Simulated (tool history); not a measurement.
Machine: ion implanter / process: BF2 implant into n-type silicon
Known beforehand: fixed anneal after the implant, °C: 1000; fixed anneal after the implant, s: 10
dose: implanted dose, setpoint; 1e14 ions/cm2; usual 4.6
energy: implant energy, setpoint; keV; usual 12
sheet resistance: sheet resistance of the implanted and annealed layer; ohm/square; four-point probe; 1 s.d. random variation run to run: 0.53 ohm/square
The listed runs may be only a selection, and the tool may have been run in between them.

| run | day | dose | energy | read-back reference wafer on the same gauge, sheet resistance | sheet resistance |
|---|---|---|---|---|---|
| 1 | 0 | 4.6 | 12 | 301.98 | 358.25 |
| 2 | 1.242 | 4.6 | 12 | 301.94 | 358.08 |
| 3 | 2.55 | 4.6 | 12 | 301.98 | 359.65 |
| 4 | 3.667 | 4.6 | 12 | 302.03 | 358.58 |
| 5 | 4.179 | 4.6 | 12 | 301.98 | 359.28 |
| 6 | 5.312 | 4.6 | 12 | 302.08 | 359.22 |
| 7 | 6.417 | 4.6 | 9 | 301.89 | 398.16 |
| 8 | 7.071 | 4.6 | 9 | 301.96 | 397.76 |
| 9 | 8.138 | 4.6 | 12 | 302.11 | 359.11 |
| 10 | 8.933 | 4.03 | 9.5 | 302.03 | 417.32 |
| 11 | 9.992 | 4.03 | 9.5 | 301.99 | 417.85 |
| 12 | 12.483 | 4.9 | 12 | 301.97 | 349.31 |
| 13 | 13.342 | 4.9 | 12 | 302 | 348.15 |
| 14 | 14.562 | 5.62 | 10 | 302.03 | 350.31 |
|  | 15.033 | extraction supply calibrated |
| 15 | 15.838 | 4.16 | 9.5 | 302.05 | 410.54 |
| 16 | 17.258 | 4.09 | 14.5 | 302.13 | 362.63 |
| 17 | 18.142 | 3.38 | 12 | 301.93 | 429.13 |
| 18 | 18.642 | 4.6 | 15 | 302.04 | 334.87 |
| 19 | 19.179 | 4.6 | 10.5 | 301.93 | 376.95 |
|  | 19.862 | gauge calibrated |
|  | 22.154 | Faraday cup replaced and dose calibrated |
| 20 | 23.05 | 4.6 | 12 | 301.89 | 350.24 |
| 21 | 23.917 | 4.6 | 12 | 302.08 | 350.58 |
| 22 | 24.996 | 4.6 | 12 | 301.93 | 350.12 |
| 23 | 26.1 | 5.08 | 12 | 302.06 | 336.37 |
| 24 | 26.938 | 4.6 | 12 | 301.96 | 350.88 |
| 25 | 28.383 | 4.6 | 12 | 301.9 | 351.77 |
| 26 | 29.708 | 5.77 | 14.5 | 302.03 | 297.23 |
| 27 | 30.446 | 4.6 | 10 | 301.91 | 375.68 |

4 ways to go on from here, each from the tool as it stands after run 27. What would each give?
| A | 30.462 | 3.8 | 12 | ? | ? |
| B | 30.462 | 3.25 | 12 | ? | ? |
| C | 30.462 | 4.06 | 16 | ? | ? |
| D | 30.462 | 3.22 | 14.5 | ? | ? |

| run | read-back reference wafer on the same gauge, sheet resistance | sheet resistance |
|---|---|---|
| A | 302.05 | 389.27 |
| B | 302.05 | 428.65 |
| C | 302.05 | 345.01 |
| D | 302.05 | 411.14 |
The same runs, with their run-to-run variation unchanged, on a tool lacking any hidden condition would have given:
| run | sheet resistance |
|---|---|
| A | 387.07 |
| B | 425.9 |
| C | 342.94 |
| D | 408.31 |

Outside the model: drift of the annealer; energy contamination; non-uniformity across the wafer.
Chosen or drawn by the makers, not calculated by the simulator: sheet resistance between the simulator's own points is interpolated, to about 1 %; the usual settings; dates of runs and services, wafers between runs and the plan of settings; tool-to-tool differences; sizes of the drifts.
